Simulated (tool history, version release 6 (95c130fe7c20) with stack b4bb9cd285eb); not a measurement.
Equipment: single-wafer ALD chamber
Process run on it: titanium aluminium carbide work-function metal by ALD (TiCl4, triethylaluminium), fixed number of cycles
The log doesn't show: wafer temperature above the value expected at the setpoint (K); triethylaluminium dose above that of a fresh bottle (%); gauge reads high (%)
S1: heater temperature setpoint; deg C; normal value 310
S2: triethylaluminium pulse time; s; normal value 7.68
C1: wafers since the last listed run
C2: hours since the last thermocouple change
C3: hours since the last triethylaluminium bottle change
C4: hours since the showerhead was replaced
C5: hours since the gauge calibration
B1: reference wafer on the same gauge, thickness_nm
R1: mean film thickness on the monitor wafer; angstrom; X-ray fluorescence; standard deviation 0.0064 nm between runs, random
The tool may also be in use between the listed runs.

run	hour	S1	S2	C1	C2	C3	C4	C5	B1	R1
1	0	310	7.68	0	2873	1112.9	5167.2	428.5	1.66	19.04
2	17.6	310	7.68	320	2890.6	1130.5	5184.8	446.1	1.66	18.98
3	29.8	310	8.45	222	2902.8	1142.7	5197	458.3	1.66	19.46
4	44.2	310	8.45	262	2917.2	1157.1	5211.4	472.7	1.662	19.44
5	53.7	315	7.68	173	2926.7	1166.6	5220.9	482.2	1.66	19.19
6	65	315	7.68	205	2938	1177.9	5232.2	493.5	1.659	19.23
7	71.2	315	7.68	113	2944.2	1184.1	5238.4	499.7	1.659	19.27
8	78.4	310	7.68	131	2951.4	1191.3	5245.6	506.9	1.66	18.83
9	95.5	310	7.68	311	2968.5	1208.4	5262.7	524	1.66	18.72
10	105.5	316	5.09	182	2978.5	1218.4	5272.7	534	1.66	16.4
# hour 121.8: triethylaluminium bottle replaced
11	122.3	295	5.6	160	2995.3	0.5	5289.5	550.8	1.661	17.56
12	129.8	298	5.02	136	3002.8	8	5297	558.3	1.659	17.27
13	139.1	310	7.68	169	3012.1	17.3	5306.3	567.6	1.661	20.25
14	149.4	304	6.72	187	3022.4	27.6	5316.6	577.9	1.66	19.12
15	167.3	314	7.68	326	3040.3	45.5	5334.5	595.8	1.66	20.33
16	182.3	324	5.97	273	3055.3	60.5	5349.5	610.8	1.661	20.06
# hour 194.5: thermocouple changed; heater temperature recalibrated
17	195	297	7.68	85	0.5	73.2	5362.2	623.5	1.659	19.16
18	201.3	301	7.68	114	6.8	79.5	5368.5	629.8	1.66	19.46
# hour 209.6: gauge calibrated
19	216.7	310	7.68	280	22.2	94.9	5383.9	7.1	1.66	20.1
20	229.1	299	9.22	226	34.6	107.3	5396.3	19.5	1.661	19.98
21	238.8	323	8.58	176	44.3	117	5406	29.2	1.661	21.5
22	246	310	7.68	131	51.5	124.2	5413.2	36.4	1.661	20.26
23	256.4	310	7.68	189	61.9	134.6	5423.6	46.8	1.659	20.14
24	273.7	310	7.68	315	79.2	151.9	5440.9	64.1	1.66	20.13
# hour 296.2: showerhead replaced
25	296.7	317	9.06	273	102.2	174.9	0.5	87.1	1.661	21.21
26	302.4	319	7.68	103	107.9	180.6	6.2	92.8	1.661	20.72
27	316.7	322	9.12	260	122.2	194.9	20.5	107.1	1.659	21.44
28	334	303	7.68	315	139.5	212.2	37.8	124.4	1.661	19.64
29	340.5	310	7.68	118	146	218.7	44.3	130.9	1.66	20.12
30	357.7	320	9.67	313	163.2	235.9	61.5	148.1	1.659	21.6
31	367.1	310	7.68	171	172.6	245.3	70.9	157.5	1.662	20.03
32	374.6	298	10.68	136	180.1	252.8	78.4	165	1.659	20.09
33	420.9	316	7.68	843	226.4	299.1	124.7	211.3	1.66	20.5
34	432.4	320	9.14	209	237.9	310.6	136.2	222.8	1.661	21.34

The same runs without the tool's hidden state, with the same run-to-run variation:
run	R1
1	20.21
2	20.19
3	20.55
4	20.57
5	20.51
6	20.59
7	20.65
8	20.2
9	20.14
10	18.49
11	17.66
12	17.38
13	20.32
14	19.2
15	20.4
16	20.16
17	19.23
18	19.53
19	20.17
20	20.03
21	21.57
22	20.34
23	20.22
24	20.21
25	21.28
26	20.81
27	21.51
28	19.73
29	20.22
30	21.67
31	20.14
32	20.14
33	20.63
34	21.45
